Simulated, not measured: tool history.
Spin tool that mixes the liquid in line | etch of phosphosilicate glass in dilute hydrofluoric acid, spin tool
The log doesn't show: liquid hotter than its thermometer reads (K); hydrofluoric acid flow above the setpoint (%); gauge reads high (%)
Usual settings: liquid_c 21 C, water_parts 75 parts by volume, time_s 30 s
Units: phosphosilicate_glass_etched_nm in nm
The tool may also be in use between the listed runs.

run    hour  liquid_c  water_parts  time_s  wafers since the last listed run  hours since the thermometer was replaced  hours since the hydrofluoric acid flow meter was replaced  hours since the gauge calibration  read-back film thickness of the phosphosilicate glass reference wafer, read on the same gauge (nm)  phosphosilicate_glass_etched_nm
  1       0        21           75      15                                 0                                    1412.9                                                      241.5                                 59                                                                                              111.14                            37.55
  2    62.9        21           75      15                               553                                    1475.8                                                      304.4                              121.9                                                                                              111.76                            37.46
  3   132.7        21           75      15                               614                                    1545.6                                                      374.2                              191.7                                                                                              112.43                            37.69
  4   169.9        21           75      30                               327                                    1582.8                                                      411.4                              228.9                                                                                               112.7                            77.26
  5   222.7        21           75      30                               464                                    1635.6                                                      464.2                              281.7                                                                                              113.13                            76.26
  6     259        21           75      30                               319                                    1671.9                                                      500.5                                318                                                                                              113.38                            76.91
  7   298.6        21           75      30                               348                                    1711.5                                                      540.1                              357.6                                                                                              113.61                             76.9
  8   330.6        21           75      30                               281                                    1743.5                                                      572.1                              389.6                                                                                              113.82                            76.62
  9     481        21           75      30                              1324                                    1893.9                                                      722.5                                540                                                                                              114.56                            76.36
 10   534.2        21           75      30                               468                                    1947.1                                                      775.7                              593.2                                                                                              114.79                            76.76
 11   707.8        19           65      30                              1528                                    2120.7                                                      949.3                              766.8                                                                                              115.35                            82.87
 12   747.1        19           65      30                               346                                      2160                                                      988.6                              806.1                                                                                              115.44                             83.8
 13   792.8        19           65      30                               402                                    2205.7                                                     1034.3                              851.8                                                                                              115.58                            83.56
 14   818.5      24.5          105      30                               226                                    2231.4                                                       1060                              877.5                                                                                              115.62                            60.99
 15   865.8        21           75      30                               416                                    2278.7                                                     1107.3                              924.8                                                                                              115.71                            77.09
 16  1001.7        23           50      30                              1196                                    2414.6                                                     1243.2                             1060.7                                                                                              115.96                            132.8
 17    1063        23          110      40                               539                                    2475.9                                                     1304.5                               1122                                                                                              116.02                            73.83
     1122.6  -- hydrofluoric acid flow meter replaced
 18  1127.8        21          115      20                               561                                    2540.7                                                        5.2                             1186.8                                                                                              116.11                            32.36
 19  1174.2      24.5          100      45                               408                                    2587.1                                                       51.6                             1233.2                                                                                              116.16                            97.91
 20  1202.4      22.5           75      15                               248                                    2615.3                                                       79.8                             1261.4                                                                                               116.2                            40.92
 21  1246.6        21           75      30                               389                                    2659.5                                                        124                             1305.6                                                                                              116.27                            77.48
 22  1311.8        21           75      30                               574                                    2724.7                                                      189.2                             1370.8                                                                                              116.31                            78.28
 23  1338.3        21           75      25                               233                                    2751.2                                                      215.7                             1397.3                                                                                              116.34                            66.16
 24  1387.1        21           95      30                               429                                      2800                                                      264.5                             1446.1                                                                                              116.37                            60.13
     1400.3  -- gauge calibrated
 25    1451        21           75      20                               562                                    2863.9                                                      328.4                               50.7                                                                                              109.85                            49.67
     1471.7  -- thermometer replaced
 26  1488.5        19           75      30                               321                                      16.8                                                      365.9                               88.2                                                                                              110.25                            69.31
 27  1697.9        23           75      45                              1843                                     226.2                                                      575.3                              297.6                                                                                              112.04                           123.67
 28  1759.4      18.5           95      40                               541                                     287.7                                                      636.8                              359.1                                                                                              112.45                            68.94
 29  1816.9        25           40      30                               506                                     345.2                                                      694.3                              416.6                                                                                              112.78                           179.89
 30  1857.1        23          110      40                               354                                     385.4                                                      734.5                              456.8                                                                                              113.02                            72.83

Forecast each of these 3 alternatives for the next run:
  A  1857.5        21           75      30                                 3                                     385.8                                                      734.9                              457.2                                                                                                   ?                                ?
  B  1857.5        17           90      15                                 3                                     385.8                                                      734.9                              457.2                                                                                                   ?                                ?
  C  1857.5        17           75      30                                 3                                     385.8                                                      734.9                              457.2                                                                                                   ?                                ?

run  read-back film thickness of the phosphosilicate glass reference wafer, read on the same gauge (nm)  phosphosilicate_glass_etched_nm
  A                                                                                              113.01                            76.84
  B                                                                                              113.01                            26.62
  C                                                                                              113.01                            64.93
Without the tool's hidden state the same runs would have given:
run  phosphosilicate_glass_etched_nm
  A                             74.8
  B                            25.92
  C                            63.21

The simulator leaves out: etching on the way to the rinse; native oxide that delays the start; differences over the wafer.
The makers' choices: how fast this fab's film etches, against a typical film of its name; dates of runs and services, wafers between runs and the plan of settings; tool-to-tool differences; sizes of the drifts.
